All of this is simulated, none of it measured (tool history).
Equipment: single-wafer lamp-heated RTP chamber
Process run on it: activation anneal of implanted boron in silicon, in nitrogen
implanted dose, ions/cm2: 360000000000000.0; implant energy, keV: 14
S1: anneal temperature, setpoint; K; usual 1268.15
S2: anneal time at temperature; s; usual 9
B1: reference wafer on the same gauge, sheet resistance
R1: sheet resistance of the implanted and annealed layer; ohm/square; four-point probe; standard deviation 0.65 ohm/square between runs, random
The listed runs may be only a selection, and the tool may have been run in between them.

run 1 hour=0 | S1=1268.15 S2=9 | B1=304.03 | R1=292.97
run 2 hour=44 | S1=1268.15 S2=9 | B1=303.91 | R1=293.74
run 3 hour=106.9 | S1=1268.15 S2=9 | B1=303.86 | R1=292.85
run 4 hour=166.5 | S1=1268.15 S2=9 | B1=304.23 | R1=292.33
run 5 hour=200 | S1=1268.15 S2=9 | B1=303.89 | R1=292.62
run 6 hour=260.9 | S1=1268.15 S2=9 | B1=304.01 | R1=291.86
run 7 hour=325.2 | S1=1268.15 S2=9 | B1=304.08 | R1=293.15
-- hour=366.9 pyrometer window cleaned and pyrometer calibrated
run 8 hour=507.4 | S1=1268.15 S2=9 | B1=304.07 | R1=292.97
run 9 hour=571.8 | S1=1268.15 S2=11 | B1=304.03 | R1=293.28
run 10 hour=598.2 | S1=1268.15 S2=11 | B1=303.87 | R1=293.56
run 11 hour=643.2 | S1=1268.15 S2=11 | B1=303.99 | R1=293.08
run 12 hour=672.2 | S1=1268.15 S2=9 | B1=304.05 | R1=292.99
run 13 hour=737.6 | S1=1268.15 S2=9 | B1=303.99 | R1=292.83
run 14 hour=776.9 | S1=1268.15 S2=9 | B1=304.1 | R1=291.77
-- hour=794.5 pyrometer window cleaned and pyrometer calibrated
run 15 hour=816.3 | S1=1291.15 S2=9 | B1=304.06 | R1=289.95
run 16 hour=864.7 | S1=1291.15 S2=9 | B1=303.94 | R1=291.93
run 17 hour=931 | S1=1291.15 S2=9 | B1=304.19 | R1=290.13
run 18 hour=991.4 | S1=1292.15 S2=9 | B1=304.12 | R1=291.45
run 19 hour=1063 | S1=1268.15 S2=9 | B1=304.01 | R1=293.11
run 20 hour=1112.2 | S1=1268.15 S2=9 | B1=304.02 | R1=292.21
-- hour=1120.9 gauge calibrated
run 21 hour=1162.1 | S1=1241.15 S2=13 | B1=303.98 | R1=299.68
run 22 hour=1199.1 | S1=1277.15 S2=6 | B1=303.9 | R1=291.17
run 23 hour=1224.7 | S1=1281.15 S2=6 | B1=303.98 | R1=291.23
-- hour=1244.6 pyrometer window cleaned and pyrometer calibrated
run 24 hour=1259.7 | S1=1268.15 S2=13 | B1=304.15 | R1=293.8
-- hour=1277.9 reflector plate cleaned
run 25 hour=1322.6 | S1=1289.15 S2=5 | B1=303.93 | R1=292.15
run 26 hour=1368.9 | S1=1284.15 S2=9 | B1=303.81 | R1=292.55
run 27 hour=1397.3 | S1=1268.15 S2=9 | B1=304 | R1=294.6
run 28 hour=1423.6 | S1=1296.15 S2=7 | B1=303.8 | R1=291.09
run 29 hour=1487.3 | S1=1268.15 S2=9 | B1=304.05 | R1=293.92
run 30 hour=1536.3 | S1=1240.15 S2=11 | B1=304.03 | R1=307.43
run 31 hour=1601 | S1=1291.15 S2=12 | B1=303.92 | R1=289.9
run 32 hour=1639.7 | S1=1283.15 S2=4 | B1=304.17 | R1=291.65
-- hour=1687.5 pyrometer window cleaned and pyrometer calibrated
run 33 hour=1694.4 | S1=1268.15 S2=9 | B1=303.96 | R1=296.6
run 34 hour=1739.2 | S1=1268.15 S2=9 | B1=304.23 | R1=293.97

Below are 4 alternative next runs, each starting from the tool's condition after run 34. Predict each:
run A hour=1739.6 | S1=1268.15 S2=9 | B1=? | R1=?
run B hour=1739.6 | S1=1287.15 S2=9 | B1=? | R1=?
run C hour=1739.6 | S1=1248.15 S2=12 | B1=? | R1=?
run D hour=1739.6 | S1=1242.15 S2=4 | B1=? | R1=?

run=A B1=304.04 R1=294.9
run=B B1=304.04 R1=291.56
run=C B1=304.04 R1=303.85
run=D B1=304.04 R1=315.59
With the hidden condition removed and each run's random variation left untouched, the same runs would have given:
run=A R1=298.58
run=B R1=292.79
run=C R1=313.09
run=D R1=329.27

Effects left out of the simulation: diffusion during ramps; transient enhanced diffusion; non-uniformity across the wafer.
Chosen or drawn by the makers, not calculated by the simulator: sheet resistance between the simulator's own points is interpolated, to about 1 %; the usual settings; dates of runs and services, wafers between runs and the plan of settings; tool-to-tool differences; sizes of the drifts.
